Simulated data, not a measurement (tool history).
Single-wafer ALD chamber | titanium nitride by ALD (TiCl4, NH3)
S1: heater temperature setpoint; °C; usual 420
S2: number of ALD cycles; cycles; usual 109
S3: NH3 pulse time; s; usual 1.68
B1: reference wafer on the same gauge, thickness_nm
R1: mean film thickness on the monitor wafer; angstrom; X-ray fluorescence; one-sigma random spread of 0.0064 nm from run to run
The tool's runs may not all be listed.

run   hour   S1   S2    S3     B1     R1
  1    0.0  428  109  1.68  2.602  25.07
  2   31.1  428  109  1.68  2.601  25.13
  3   43.9  428  109  1.68  2.600  25.13
  4   63.1  420  120  1.68  2.600  27.48
  5   86.6  420  109  1.68  2.599  25.05
  6  107.5  420  109  1.68  2.600  25.12
     130.1  -- thermocouple changed; heater temperature recalibrated
  7  130.6  420  109  1.99  2.599  25.20
     137.9  -- gauge calibrated
  8  157.1  429  130  1.68  2.640  30.27
  9  173.2  428  109  1.68  2.636  25.56
 10  200.0  409  109  2.32  2.629  25.53
     218.9  -- showerhead replaced
 11  229.7  420  109  1.01  2.626  24.69
 12  243.6  420  109  1.68  2.623  25.22
 13  273.7  420  109  1.20  2.620  24.95
 14  301.3  434  120  1.02  2.618  27.28
 15  319.4  429   98  1.23  2.619  22.44

What if the next run were any one of these 5? Each begins from the tool's condition after run 15:
  A  320.0  435  109  1.68   ?   ?
  B  320.0  420  123  1.68   ?   ?
  C  320.0  420   96  2.12   ?   ?
  D  320.0  420  117  1.68   ?   ?
  E  320.0  420  116  1.68   ?   ?

run     B1     R1
  A  2.617  25.33
  B  2.617  28.51
  C  2.617  22.42
  D  2.617  27.12
  E  2.617  26.89
Without the tool's unlogged condition, the same runs would have read:
run     R1
  A  25.56
  B  28.77
  C  22.62
  D  27.36
  E  27.13

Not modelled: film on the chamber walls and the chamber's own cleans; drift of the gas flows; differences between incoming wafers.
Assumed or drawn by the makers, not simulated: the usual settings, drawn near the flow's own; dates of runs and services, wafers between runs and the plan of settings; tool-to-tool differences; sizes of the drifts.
